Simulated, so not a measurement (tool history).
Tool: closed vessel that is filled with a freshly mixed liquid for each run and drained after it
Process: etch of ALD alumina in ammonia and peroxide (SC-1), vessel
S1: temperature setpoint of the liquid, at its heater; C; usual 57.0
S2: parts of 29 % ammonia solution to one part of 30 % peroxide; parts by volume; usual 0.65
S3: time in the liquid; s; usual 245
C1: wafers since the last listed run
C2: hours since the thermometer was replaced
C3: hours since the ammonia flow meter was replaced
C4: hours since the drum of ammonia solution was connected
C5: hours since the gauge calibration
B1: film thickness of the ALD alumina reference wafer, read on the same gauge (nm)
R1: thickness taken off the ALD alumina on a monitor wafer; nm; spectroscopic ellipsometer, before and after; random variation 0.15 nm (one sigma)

| run | day | S1 | S2 | S3 | C1 | C2 | C3 | C4 | C5 | B1 | R1 |
|---|---|---|---|---|---|---|---|---|---|---|---|
| 1 | 0.000 | 57.0 | 0.65 | 245 | 0 | 1542.3 | 1644.1 | 350.1 | 452.0 | 89.97 | 22.86 |
| 2 | 0.988 | 57.0 | 0.65 | 245 | 2371 | 1566.0 | 1667.8 | 373.8 | 475.7 | 89.99 | 22.81 |
| 3 | 2.050 | 57.0 | 0.65 | 245 | 2552 | 1591.5 | 1693.3 | 399.3 | 501.2 | 89.99 | 22.97 |
| 4 | 2.725 | 57.0 | 0.55 | 245 | 1621 | 1607.7 | 1709.5 | 415.5 | 517.4 | 90.01 | 22.67 |
| 5 | 3.942 | 57.0 | 0.55 | 245 | 2922 | 1636.9 | 1738.7 | 444.7 | 546.6 | 90.03 | 22.84 |
| 6 | 5.271 | 57.0 | 0.55 | 245 | 3192 | 1668.8 | 1770.6 | 476.6 | 578.5 | 89.98 | 22.61 |
|  | 8.250 | gauge calibrated |
| 7 | 8.617 | 57.0 | 0.65 | 245 | 8036 | 1749.1 | 1850.9 | 556.9 | 8.8 | 89.99 | 23.17 |
|  | 9.096 | ammonia flow meter replaced |
| 8 | 10.021 | 57.0 | 0.65 | 245 | 3272 | 1782.8 | 22.2 | 590.6 | 42.5 | 90.02 | 23.43 |
|  | 11.067 | new drum of ammonia solution connected |
| 9 | 11.088 | 57.0 | 0.65 | 245 | 2461 | 1808.4 | 47.8 | 0.5 | 68.1 | 89.99 | 23.47 |
| 10 | 11.838 | 57.0 | 0.65 | 245 | 1801 | 1826.4 | 65.8 | 18.5 | 86.1 | 90.00 | 23.37 |
|  | 12.267 | thermometer replaced |
| 11 | 12.542 | 59.0 | 0.65 | 165 | 1591 | 6.6 | 82.7 | 35.4 | 103.0 | 90.01 | 15.09 |
| 12 | 13.092 | 57.0 | 0.65 | 350 | 1321 | 19.8 | 95.9 | 48.6 | 116.2 | 90.00 | 28.94 |
| 13 | 14.262 | 66.0 | 0.80 | 245 | 2812 | 47.9 | 124.0 | 76.7 | 144.3 | 89.99 | 33.13 |
| 14 | 15.038 | 57.0 | 0.55 | 125 | 1861 | 66.5 | 142.6 | 95.3 | 162.9 | 89.98 | 10.40 |
| 15 | 16.146 | 63.5 | 0.65 | 245 | 2662 | 93.1 | 169.2 | 121.9 | 189.5 | 90.02 | 28.35 |
| 16 | 17.496 | 57.0 | 0.85 | 385 | 3242 | 125.5 | 201.6 | 154.3 | 221.9 | 89.98 | 33.39 |

Run 17 comes next. What will it give?
| 17 | 18.500 | 60.5 | 0.50 | 245 | 2411 | 149.6 | 225.7 | 178.4 | 246.0 | ? | ? |

Run 17 gave B1 90.02, R1 24.25 nm.
Without the tool's hidden state the same run would have given R1 23.95 nm.
